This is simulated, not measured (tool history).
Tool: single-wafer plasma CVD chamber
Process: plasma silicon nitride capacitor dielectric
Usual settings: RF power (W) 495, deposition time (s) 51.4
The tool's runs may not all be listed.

run   hour  RF power (W)  deposition time (s)  read-back reference wafer on the same gauge, thickness_nm  mean film thickness on the monitor wafer (Å)
  1      0           495                 46.2                                                     66.576                                        595.18
  2   27.1           495                 46.2                                                     66.631                                         591.9
  3   60.8           495                 46.2                                                     66.559                                        592.54
  4     89           495                 45.6                                                     66.654                                        586.01
  5  115.1           495                 45.6                                                     66.582                                        590.67
  6  188.6           495                 45.6                                                     66.708                                        583.35
  7  203.2           495                 51.4                                                     66.631                                         657.7
  8  216.1           495                 51.4                                                     66.695                                         655.1
  9  250.4           495                 51.4                                                     66.527                                        661.14
     269.4  -- RF generator calibrated
 10  308.7           495                 51.4                                                     66.631                                        673.54
 11  323.2           525                 51.4                                                     66.499                                        691.18
 12  341.3           525                 51.4                                                     66.706                                        687.52
 13    369           525                 51.4                                                     66.511                                        683.81
 14  399.9           540                   57                                                     66.589                                        770.69
 15  422.7           495                 51.4                                                      66.61                                         670.1
     444.8  -- gauge calibrated
 16  455.9           565                 44.9                                                     66.536                                        612.97
 17  470.8           495                 51.4                                                     66.688                                        669.88
 18  498.5           525                 47.5                                                     66.571                                        628.14
 19  514.3           440                   48                                                     66.616                                        596.44
     529.1  -- showerhead replaced
 20  538.8           435                 61.3                                                     66.516                                        761.93
 21  568.1           545                 59.6                                                     66.746                                        796.27
 22  603.8           425                   44                                                     66.645                                        538.53
 23  621.3           495                 51.4                                                     66.715                                        665.13
 24  647.5           495                 51.4                                                     66.617                                        664.11
 25  682.9           410                 42.3                                                     66.568                                        514.71
 26    717           550                 43.3                                                     66.756                                        581.74
 27  733.5           575                 48.2                                                     66.534                                        652.69
 28  764.1           520                 59.3                                                     66.599                                        773.91
 29  789.2           495                 42.4                                                     66.608                                        542.41

4 ways to go on from here, each from the tool as it stands after run 29. What would each give?
  A  789.6           495                 51.4                                                          ?                                             ?
  B  789.6           590                 57.8                                                          ?                                             ?
  C  789.6           585                 51.4                                                          ?                                             ?
  D  789.6           425                 44.3                                                          ?                                             ?

run  read-back reference wafer on the same gauge, thickness_nm  mean film thickness on the monitor wafer (Å)
  A                                                     66.556                                        661.66
  B                                                     66.556                                        789.01
  C                                                     66.556                                        699.67
  D                                                     66.556                                        541.37
Without the tool's hidden state the same runs would have given:
run  mean film thickness on the monitor wafer (Å)
  A                                        678.03
  B                                        808.53
  C                                        716.98
  D                                        554.76
